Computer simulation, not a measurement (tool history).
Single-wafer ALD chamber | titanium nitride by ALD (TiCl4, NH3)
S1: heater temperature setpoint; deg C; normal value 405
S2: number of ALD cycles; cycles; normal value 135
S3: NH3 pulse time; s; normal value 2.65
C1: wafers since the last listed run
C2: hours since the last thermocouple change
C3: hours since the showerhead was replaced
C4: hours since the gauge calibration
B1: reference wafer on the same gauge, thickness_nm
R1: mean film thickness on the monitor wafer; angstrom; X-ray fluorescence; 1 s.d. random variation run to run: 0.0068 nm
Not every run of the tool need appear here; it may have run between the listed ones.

Run 1, hour 0.0: usual settings but S1 411 deg C; C1 0; C2 113.9; C3 4794.2; C4 745.0; B1 3.200. Result: R1 27.01 angstrom.
Run 2, hour 31.7: usual settings but S1 411 deg C; C1 55; C2 145.6; C3 4825.9; C4 776.7; B1 3.195. Result: R1 26.85 angstrom.
Run 3, hour 82.0: usual settings but S1 411 deg C; C1 87; C2 195.9; C3 4876.2; C4 827.0; B1 3.195. Result: R1 26.81 angstrom.
Run 4, hour 216.6: usual settings; C1 233; C2 330.5; C3 5010.8; C4 961.6; B1 3.183. Result: R1 26.92 angstrom.
Run 5, hour 279.1: usual settings; C1 108; C2 393.0; C3 5073.3; C4 1024.1; B1 3.183. Result: R1 26.86 angstrom.
At hour 318.3: gauge calibrated.
Run 6, hour 324.7: usual settings; C1 79; C2 438.6; C3 5118.9; C4 6.4; B1 3.251. Result: R1 27.45 angstrom.
Run 7, hour 374.5: usual settings; C1 86; C2 488.4; C3 5168.7; C4 56.2; B1 3.247. Result: R1 27.28 angstrom.
Run 8, hour 401.6: usual settings; C1 47; C2 515.5; C3 5195.8; C4 83.3; B1 3.249. Result: R1 27.36 angstrom.
Run 9, hour 472.7: usual settings but S2 150 cycles; C1 123; C2 586.6; C3 5266.9; C4 154.4; B1 3.239. Result: R1 30.40 angstrom.
Run 10, hour 516.8: usual settings but S2 150 cycles; C1 76; C2 630.7; C3 5311.0; C4 198.5; B1 3.239. Result: R1 30.24 angstrom.
Run 11, hour 543.9: usual settings; C1 47; C2 657.8; C3 5338.1; C4 225.6; B1 3.234. Result: R1 27.34 angstrom.
Run 12, hour 613.6: usual settings; C1 120; C2 727.5; C3 5407.8; C4 295.3; B1 3.230. Result: R1 27.30 angstrom.
At hour 666.1: thermocouple changed; heater temperature recalibrated.
Run 13, hour 679.0: usual settings; C1 99; C2 12.9; C3 5473.2; C4 360.7; B1 3.225. Result: R1 27.20 angstrom.
Run 14, hour 711.8: usual settings but S2 118 cycles; C1 56; C2 45.7; C3 5506.0; C4 393.5; B1 3.223. Result: R1 23.75 angstrom.
Run 15, hour 771.7: usual settings but S2 118 cycles; C1 103; C2 105.6; C3 5565.9; C4 453.4; B1 3.220. Result: R1 23.70 angstrom.
Run 16, hour 820.4: usual settings but S2 118 cycles; C1 84; C2 154.3; C3 5614.6; C4 502.1; B1 3.216. Result: R1 23.80 angstrom.
Run 17, hour 889.4: usual settings but S1 393 deg C, S2 150 cycles, S3 3.66 s; C1 119; C2 223.3; C3 5683.6; C4 571.1; B1 3.214. Result: R1 30.12 angstrom.
Run 18, hour 938.5: usual settings but S1 396 deg C, S2 116 cycles, S3 2.28 s; C1 85; C2 272.4; C3 5732.7; C4 620.2; B1 3.210. Result: R1 23.09 angstrom.
At hour 1003.3: showerhead replaced.
Run 19, hour 1034.9: usual settings but S1 416 deg C, S2 148 cycles; C1 153; C2 368.8; C3 31.6; C4 716.6; B1 3.200. Result: R1 29.59 angstrom.
Run 20, hour 1092.3: usual settings but S2 122 cycles; C1 99; C2 426.2; C3 89.0; C4 774.0; B1 3.200. Result: R1 24.54 angstrom.
Run 21, hour 1157.8: usual settings; C1 113; C2 491.7; C3 154.5; C4 839.5; B1 3.198. Result: R1 27.00 angstrom.
Run 22, hour 1182.9: usual settings but S1 394 deg C; C1 43; C2 516.8; C3 179.6; C4 864.6; B1 3.193. Result: R1 26.85 angstrom.
Run 23, hour 1254.1: usual settings; C1 123; C2 588.0; C3 250.8; C4 935.8; B1 3.193. Result: R1 27.01 angstrom.
Run 24, hour 1323.8: usual settings; C1 120; C2 657.7; C3 320.5; C4 1005.5; B1 3.184. Result: R1 26.95 angstrom.
Run 25, hour 1391.4: usual settings but S1 414 deg C, S2 158 cycles; C1 117; C2 725.3; C3 388.1; C4 1073.1; B1 3.180. Result: R1 31.51 angstrom.
Run 26, hour 1457.8: usual settings but S1 396 deg C, S2 158 cycles; C1 115; C2 791.7; C3 454.5; C4 1139.5; B1 3.175. Result: R1 31.11 angstrom.
Run 27, hour 1483.6: usual settings but S1 409 deg C, S2 122 cycles, S3 1.97 s; C1 44; C2 817.5; C3 480.3; C4 1165.3; B1 3.175. Result: R1 23.90 angstrom.
At hour 1514.0: gauge calibrated.
At hour 1515.3: thermocouple changed; heater temperature recalibrated.
Run 28, hour 1543.7: usual settings; C1 90; C2 28.4; C3 540.4; C4 29.7; B1 3.260. Result: R1 27.43 angstrom.
Run 29, hour 1597.2: usual settings but S2 142 cycles, S3 1.65 s; C1 92; C2 81.9; C3 593.9; C4 83.2; B1 3.260. Result: R1 28.55 angstrom.
Run 30, hour 1639.7: usual settings but S2 118 cycles; C1 73; C2 124.4; C3 636.4; C4 125.7; B1 3.253. Result: R1 23.96 angstrom.
Run 31, hour 1709.7: usual settings but S1 401 deg C, S2 153 cycles; C1 121; C2 194.4; C3 706.4; C4 195.7; B1 3.251. Result: R1 31.04 angstrom.
Run 32, hour 1741.0: usual settings but S1 414 deg C; C1 54; C2 225.7; C3 737.7; C4 227.0; B1 3.252. Result: R1 27.45 angstrom.

Predict the results of run 33:
Run 33, hour 1802.0: usual settings; C1 105; C2 286.7; C3 798.7; C4 288.0; B1 ?. Result: R1 ?.

B1: 3.243
R1: 27.30 angstrom
If the tool had no hidden condition, the same run with the same run-to-run variation would have returned R1 27.34 angstrom.

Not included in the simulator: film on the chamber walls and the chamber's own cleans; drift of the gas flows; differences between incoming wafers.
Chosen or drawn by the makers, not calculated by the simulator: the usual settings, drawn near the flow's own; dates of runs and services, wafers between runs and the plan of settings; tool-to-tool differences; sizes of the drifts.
